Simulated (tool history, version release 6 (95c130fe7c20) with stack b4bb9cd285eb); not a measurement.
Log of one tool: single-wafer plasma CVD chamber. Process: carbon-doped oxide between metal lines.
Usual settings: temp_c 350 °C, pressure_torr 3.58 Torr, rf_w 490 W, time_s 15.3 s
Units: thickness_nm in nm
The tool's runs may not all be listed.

run,hour,temp_c,pressure_torr,rf_w,time_s,"read-back reference wafer on the same gauge, thickness_nm",thickness_nm
1,0.0,350,3.58,490,15.3,64.243,68.303
2,55.5,350,3.58,490,15.3,64.210,68.593
3,89.6,350,3.58,490,15.3,64.076,68.058
4,140.8,350,2.99,490,15.3,64.065,67.713
5,210.3,350,4.26,415,15.3,64.093,63.318
6,241.3,350,4.26,415,15.3,64.205,62.938
# hour 306.8: RF generator calibrated, repeated, since the last time left the tool worse
7,307.3,350,3.58,490,15.3,64.179,71.725
8,331.6,344,3.85,490,15.3,64.077,74.215
9,397.6,350,3.58,490,15.3,64.221,71.860
10,441.1,342,2.88,490,15.3,64.242,72.019
11,496.9,341,3.01,450,12.7,64.055,58.278
12,551.4,350,2.93,490,15.3,64.055,70.933
13,609.3,350,3.28,490,12.3,64.040,57.363
# hour 635.7: showerhead replaced
14,659.0,350,3.58,490,15.3,64.122,71.689
15,699.1,355,3.58,490,15.3,64.028,71.021
16,728.0,350,3.58,490,15.3,64.113,71.931
17,772.3,350,3.58,490,15.3,64.076,72.378
18,817.1,350,3.58,445,15.3,64.125,68.717
19,843.2,350,3.58,410,15.3,64.048,64.907
20,879.2,350,3.08,490,16.5,64.017,76.279
# hour 893.3: capacitance manometer re-zeroed and calibrated
21,938.4,350,3.58,490,15.3,64.082,72.138
# hour 950.4: gauge calibrated
# hour 973.5: thermocouple changed; heater temperature recalibrated
22,1137.7,345,3.10,490,13.1,64.143,61.376
23,1191.8,350,3.58,490,15.3,63.916,71.978
24,1217.0,350,3.58,395,16.4,64.072,68.135
25,1282.0,357,3.87,440,14.0,64.073,61.693
26,1311.4,346,3.58,490,15.3,63.959,71.914
27,1335.8,358,4.05,490,18.0,64.126,83.081
28,1386.8,350,3.21,590,12.6,64.107,64.511
29,1449.5,363,3.58,490,13.2,64.111,60.146

3 ways to go on from here, each from the tool as it stands after run 29. What would each give?
A,1449.9,350,3.58,490,15.3,?,?
B,1449.9,350,3.58,465,15.3,?,?
C,1449.9,345,3.58,490,17.6,?,?

run,"read-back reference wafer on the same gauge, thickness_nm",thickness_nm
A,64.157,71.221
B,64.157,69.383
C,64.157,82.802
Without the tool's hidden state the same runs would have given:
run,thickness_nm
A,71.866
B,70.012
C,83.552

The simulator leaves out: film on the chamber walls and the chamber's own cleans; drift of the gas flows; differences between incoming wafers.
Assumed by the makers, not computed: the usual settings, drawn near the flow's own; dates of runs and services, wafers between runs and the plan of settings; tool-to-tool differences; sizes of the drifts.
